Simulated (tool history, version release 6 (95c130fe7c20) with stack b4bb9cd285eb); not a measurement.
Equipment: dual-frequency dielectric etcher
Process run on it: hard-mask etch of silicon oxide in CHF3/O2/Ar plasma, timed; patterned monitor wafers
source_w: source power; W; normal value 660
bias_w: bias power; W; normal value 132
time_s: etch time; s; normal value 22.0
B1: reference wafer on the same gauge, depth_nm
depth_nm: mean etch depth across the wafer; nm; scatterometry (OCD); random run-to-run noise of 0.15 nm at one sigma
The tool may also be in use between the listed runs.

{"run": 1, "hour": 0.0, "source_w": 660, "bias_w": 150, "time_s": 22.0, "B1": 34.64, "depth_nm": 44.02}
{"run": 2, "hour": 15.0, "source_w": 660, "bias_w": 150, "time_s": 22.0, "B1": 34.55, "depth_nm": 43.82}
{"run": 3, "hour": 43.8, "source_w": 660, "bias_w": 149, "time_s": 19.0, "B1": 34.56, "depth_nm": 37.77}
{"run": 4, "hour": 64.6, "source_w": 770, "bias_w": 132, "time_s": 24.5, "B1": 34.6, "depth_nm": 49.22}
{"run": 5, "hour": 84.0, "source_w": 770, "bias_w": 132, "time_s": 24.5, "B1": 34.59, "depth_nm": 49.22}
{"run": 6, "hour": 107.5, "source_w": 660, "bias_w": 132, "time_s": 22.0, "B1": 34.6, "depth_nm": 41.14}
{"hour": 132.1, "done": "upper electrode replaced"}
{"run": 7, "hour": 139.6, "source_w": 660, "bias_w": 120, "time_s": 25.0, "B1": 34.58, "depth_nm": 44.56}
{"run": 8, "hour": 152.6, "source_w": 660, "bias_w": 120, "time_s": 25.0, "B1": 34.59, "depth_nm": 44.56}
{"hour": 178.8, "done": "wet clean of the chamber"}
{"run": 9, "hour": 187.7, "source_w": 660, "bias_w": 153, "time_s": 22.0, "B1": 34.58, "depth_nm": 45.5}
{"run": 10, "hour": 206.6, "source_w": 500, "bias_w": 155, "time_s": 16.5, "B1": 34.56, "depth_nm": 30.31}
{"hour": 213.4, "done": "bias power generator calibrated"}
{"run": 11, "hour": 233.8, "source_w": 660, "bias_w": 109, "time_s": 26.5, "B1": 34.57, "depth_nm": 46.67}
{"hour": 240.3, "done": "source power generator calibrated"}
{"run": 12, "hour": 253.8, "source_w": 660, "bias_w": 150, "time_s": 22.0, "B1": 34.56, "depth_nm": 45.07}
{"hour": 265.4, "done": "gauge calibrated"}
{"run": 13, "hour": 283.2, "source_w": 660, "bias_w": 132, "time_s": 24.0, "B1": 34.61, "depth_nm": 46.3}

Expected results for the next run?
{"run": 14, "hour": 312.1, "source_w": 750, "bias_w": 132, "time_s": 22.0, "B1": "?", "depth_nm": "?"}

{"run 14": {"B1": 34.63, "depth_nm": 44.5}}
The same run, on a tool lacking any hidden state, would have yielded depth_nm 45.07 nm.
